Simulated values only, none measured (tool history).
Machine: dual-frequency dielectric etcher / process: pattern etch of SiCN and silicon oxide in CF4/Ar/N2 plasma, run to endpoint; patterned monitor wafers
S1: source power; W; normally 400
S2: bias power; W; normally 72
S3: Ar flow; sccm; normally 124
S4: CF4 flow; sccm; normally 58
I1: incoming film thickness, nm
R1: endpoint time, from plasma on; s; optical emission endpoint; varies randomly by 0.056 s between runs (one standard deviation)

| run | hour | S1 | S2 | S3 | S4 | I1 | R1 |
|---|---|---|---|---|---|---|---|
| 1 | 0.0 | 400 | 72 | 124 | 58 | 9.25 | 13.2 |
| 2 | 24.7 | 440 | 72 | 124 | 58 | 9.20 | 12.3 |
| 3 | 39.0 | 400 | 83 | 124 | 58 | 9.14 | 12.4 |
| 4 | 54.0 | 400 | 72 | 124 | 58 | 9.25 | 13.0 |
| 5 | 84.8 | 400 | 72 | 124 | 58 | 9.16 | 12.9 |
| 6 | 119.9 | 400 | 72 | 124 | 58 | 9.17 | 12.8 |
| 7 | 147.1 | 400 | 72 | 124 | 54 | 9.34 | 13.3 |
| 8 | 177.8 | 400 | 72 | 124 | 58 | 9.18 | 12.8 |
|  | 191.8 | CF4 flow controller replaced |
| 9 | 203.4 | 400 | 72 | 124 | 58 | 9.16 | 12.8 |
| 10 | 217.3 | 400 | 72 | 124 | 58 | 9.22 | 12.8 |
|  | 229.6 | Ar flow controller replaced |
| 11 | 233.9 | 400 | 72 | 124 | 58 | 9.17 | 12.8 |
| 12 | 259.2 | 400 | 77 | 124 | 71 | 9.19 | 12.1 |
|  | 279.0 | bias power generator calibrated |
| 13 | 280.8 | 400 | 72 | 144 | 58 | 9.19 | 13.1 |
| 14 | 294.5 | 400 | 72 | 124 | 58 | 9.23 | 12.8 |

Run 15 has not been measured yet. What should we expect?
|  | 322.2 | wet clean of the chamber |
| 15 | 322.7 | 400 | 72 | 124 | 58 | 9.24 | ? |

R1: 13.2 s
On a tool with no hidden condition, and with the same random variation, this run would have come out at R1 13.2 s.

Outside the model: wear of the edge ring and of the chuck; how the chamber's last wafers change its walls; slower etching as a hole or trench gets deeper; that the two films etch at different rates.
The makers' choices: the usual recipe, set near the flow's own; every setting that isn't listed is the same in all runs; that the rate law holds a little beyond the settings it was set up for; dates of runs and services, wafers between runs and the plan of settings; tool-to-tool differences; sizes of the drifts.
